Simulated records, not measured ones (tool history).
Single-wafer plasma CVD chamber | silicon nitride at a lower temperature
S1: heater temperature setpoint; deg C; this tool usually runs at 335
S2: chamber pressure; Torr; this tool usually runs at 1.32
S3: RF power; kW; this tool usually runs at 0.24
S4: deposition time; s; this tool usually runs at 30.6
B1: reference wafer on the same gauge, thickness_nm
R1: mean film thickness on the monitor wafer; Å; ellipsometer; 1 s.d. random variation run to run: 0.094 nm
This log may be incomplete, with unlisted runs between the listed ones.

run    hour   S1    S2     S3    S4      B1      R1
  1       0  335  1.32   0.24  30.6  29.448  291.53
  2    63.2  341  1.32   0.23  30.6   29.48     285
       94.4  -- gauge calibrated
  3   123.5  341  1.32   0.23  30.6  28.745  276.71
  4   182.9  335  1.32   0.24  30.6  28.751  284.27
  5   229.1  335  1.32   0.24  30.6  28.745     285
  6   283.4  344  1.32   0.21  36.4  28.817  315.06
  7   324.7  347  1.32    0.2  30.6   28.83  257.88
  8   390.3  345  1.32   0.24  36.7  28.855  339.87
  9   436.8  320  1.32   0.24  27.5  28.897   258.7
      464.6  -- showerhead replaced
 10   494.6  335  1.32   0.24  30.6  28.906   286.3
 11   520.2  323  1.44  0.205  30.6  28.913  275.73
      559.3  -- thermocouple changed; heater temperature recalibrated
 12   577.8  335  1.32   0.24  30.6  28.924  287.12
 13   634.8  348  1.32   0.26  30.6  28.973  296.64
 14   694.2  335  1.32   0.24  30.6  28.973  284.14
 15   752.7  335  1.32   0.24  30.6  29.014     286
 16   818.9  335  1.58   0.24  36.3  29.045  368.28
 17   879.8  330  1.05   0.29  27.7  29.123  253.65
 18   944.3  331  1.32  0.195  30.6  29.131   259.3
 19   990.7  335  1.32   0.24  30.6  29.116  287.95
 20  1030.3  335  1.32   0.24  30.6  29.182  286.54
 21    1061  335  1.32  0.265  30.6  29.176  305.83
 22  1098.6  327  1.32  0.205  25.8  29.167  224.04
 23  1158.9  345  1.42  0.225  28.9  29.166  271.35
 24  1182.9  344  1.07   0.24  36.4  29.249  303.41
 25  1237.6  322  1.32   0.24  30.6  29.274   290.4
     1283.2  -- capacitance manometer re-zeroed and calibrated
 26  1289.5  335  1.32  0.195  30.6  29.272  260.23
 27  1331.7  335  1.32   0.24  30.6  29.283  288.42
 28  1375.7  335  1.32   0.22  30.6  29.288  274.18
 29  1439.9  335  1.32   0.24  30.6  29.362  288.04

Forecast each of these 3 alternatives for the next run:
  A  1440.3  335  1.32  0.255  30.6   ?   ?
  B  1440.3  335  1.11   0.24  30.6   ?   ?
  C  1440.3  327  1.63  0.195    27   ?   ?

run      B1      R1
  A  29.331  299.35
  B  29.331  263.59
  C  29.331  252.39
The same runs, with their run-to-run variation unchanged, on a tool lacking any hidden condition would have given:
run      R1
  A  292.79
  B  257.81
  C  246.85
